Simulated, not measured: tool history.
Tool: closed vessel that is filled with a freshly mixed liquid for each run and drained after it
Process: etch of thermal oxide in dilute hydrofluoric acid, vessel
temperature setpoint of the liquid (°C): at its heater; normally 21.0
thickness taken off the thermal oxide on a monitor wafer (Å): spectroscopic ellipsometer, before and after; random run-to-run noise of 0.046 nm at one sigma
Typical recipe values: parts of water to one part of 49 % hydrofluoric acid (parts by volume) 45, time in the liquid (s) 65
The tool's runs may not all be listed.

| run | day | temperature setpoint of the liquid (°C) | parts of water to one part of 49 % hydrofluoric acid (parts by volume) | time in the liquid (s) | read-back film thickness of the thermal oxide reference wafer, read on the same gauge (nm) | thickness taken off the thermal oxide on a monitor wafer (Å) |
|---|---|---|---|---|---|---|
| 1 | 0.000 | 21.0 | 45 | 95 | 99.99 | 84.3 |
| 2 | 0.362 | 21.0 | 45 | 95 | 99.98 | 84.3 |
| 3 | 0.717 | 21.0 | 60 | 65 | 100.00 | 42.9 |
| 4 | 1.138 | 21.0 | 60 | 65 | 100.00 | 43.2 |
| 5 | 1.875 | 21.0 | 60 | 65 | 100.02 | 42.9 |
| 6 | 2.288 | 21.0 | 45 | 80 | 100.02 | 71.3 |
| 7 | 2.612 | 21.0 | 45 | 80 | 100.02 | 70.6 |
| 8 | 3.342 | 21.0 | 45 | 80 | 100.01 | 71.3 |
| 9 | 3.875 | 21.0 | 45 | 65 | 99.98 | 58.3 |
| 10 | 4.358 | 21.0 | 45 | 65 | 100.00 | 57.8 |
| 11 | 4.896 | 21.0 | 45 | 65 | 100.00 | 58.0 |
| 12 | 5.517 | 20.0 | 45 | 65 | 100.00 | 55.2 |
| 13 | 6.092 | 23.0 | 35 | 65 | 99.99 | 81.2 |
| 14 | 6.696 | 21.0 | 45 | 65 | 100.01 | 57.3 |
| 15 | 7.275 | 24.5 | 45 | 65 | 100.00 | 65.2 |
| 16 | 7.946 | 24.0 | 35 | 105 | 99.99 | 136.3 |
| 17 | 8.521 | 22.5 | 55 | 65 | 100.00 | 49.2 |
| 18 | 9.183 | 21.0 | 45 | 65 | 100.01 | 56.4 |
| 19 | 9.604 | 19.5 | 60 | 75 | 100.00 | 44.6 |
| 20 | 10.058 | 19.0 | 45 | 65 | 100.01 | 52.1 |
| 21 | 11.550 | 21.0 | 45 | 65 | 99.99 | 52.8 |
| 22 | 11.975 | 21.0 | 60 | 50 | 100.02 | 30.2 |
| 23 | 12.600 | 21.0 | 45 | 65 | 100.00 | 53.3 |
| 24 | 13.108 | 21.0 | 60 | 85 | 100.01 | 50.2 |
| 25 | 13.854 | 17.0 | 35 | 100 | 100.01 | 88.6 |
| 26 | 15.533 | 17.0 | 55 | 85 | 100.01 | 53.2 |
| 27 | 16.242 | 21.0 | 30 | 35 | 100.02 | 49.3 |
| 28 | 17.729 | 21.0 | 45 | 40 | 100.00 | 36.7 |

Taken out of this log: 4 entries between the listed runs. Where each belongs, and how the hidden state differs across it:
Runs 20 to 21: hydrofluoric acid flow meter replaced (day 10.179); thermometer replaced (day 10.783); gauge calibrated (day 11.125)
  liquid colder than its thermometer reads (K): 1.64 -> 2.98
  what was measured, less what the result would be without the hidden state, thickness taken off the thermal oxide on a monitor wafer (Å): -3.8 -> -7.2
Runs 25 to 26: thermometer replaced, repeated, since the last time left the tool worse (day 14.892)
  liquid colder than its thermometer reads (K): 3.17 -> 0.121
  what was measured, less what the result would be without the hidden state, thickness taken off the thermal oxide on a monitor wafer (Å): -13.4 -> -0.3
